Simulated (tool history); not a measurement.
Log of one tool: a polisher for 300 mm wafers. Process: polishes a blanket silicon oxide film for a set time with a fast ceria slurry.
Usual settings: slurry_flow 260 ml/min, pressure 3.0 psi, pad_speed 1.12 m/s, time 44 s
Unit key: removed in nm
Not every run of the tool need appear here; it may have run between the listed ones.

run,hour,slurry_flow,pressure,pad_speed,time,wafers since the last listed run,wafers polished on this pad,hours since the slurry nozzle was cleaned,hours since the head pressure was calibrated,"incoming thickness of the incoming film, nm",removed
1,0.0,260,3.0,1.20,44,0,1277,233.6,873.6,2368.1,730.7
2,35.0,260,3.0,1.20,44,368,1645,268.6,908.6,2407.1,717.6
# hour 59.7: worn pad replaced by a new one
3,97.5,260,3.0,1.20,44,615,397,331.1,971.1,2368.3,744.5
4,133.6,260,3.0,1.12,44,379,777,367.2,1007.2,2372.1,694.5
# hour 186.8: slurry nozzle cleaned
5,219.5,260,3.0,1.12,44,893,1670,32.7,1093.1,2394.1,680.8
# hour 254.7: worn pad replaced by a new one
6,294.2,260,3.0,1.12,44,743,416,107.4,1167.8,2365.6,704.1
7,338.9,260,3.0,1.12,33,470,886,152.1,1212.5,2402.2,506.1
8,373.0,260,3.0,1.12,33,358,1245,186.2,1246.6,2373.9,509.9
9,422.7,345,3.3,1.00,44,522,1768,235.9,1296.3,2351.0,653.1
# hour 440.9: worn pad replaced by a new one
10,479.6,325,2.1,0.76,44,556,407,292.8,1353.2,2413.9,394.9
# hour 495.5: head pressure recalibrated
11,548.5,260,2.1,1.12,44,703,1111,361.7,53.0,2359.5,561.1
# hour 583.7: slurry nozzle cleaned
12,617.2,260,2.1,1.34,44,712,1823,33.5,121.7,2410.1,647.7
# hour 634.0: worn pad replaced by a new one
13,651.2,260,3.0,1.12,53,315,180,67.5,155.7,2390.7,861.1
14,714.8,260,3.7,1.12,56,669,850,131.1,219.3,2387.3,973.9
15,754.7,260,3.0,1.12,44,419,1269,171.0,259.2,2388.5,665.6
16,816.8,260,3.4,1.12,53,653,1923,233.1,321.3,2382.8,862.8
# hour 822.0: worn pad replaced by a new one
17,865.6,185,3.0,1.12,51,471,458,281.9,370.1,2363.4,779.0

What if the next run were any one of these 3? Each begins from the tool's condition after run 17:
A,866.0,260,3.0,1.12,55,4,462,282.3,370.5,2366.6,?
B,866.0,225,3.0,1.30,44,4,462,282.3,370.5,2366.6,?
C,866.0,260,2.0,1.36,49,4,462,282.3,370.5,2366.6,?

run,removed
A,877.6
B,800.5
C,759.6
Had the tool no hidden state, the same runs would have come out as:
run,removed
A,928.8
B,847.2
C,803.9
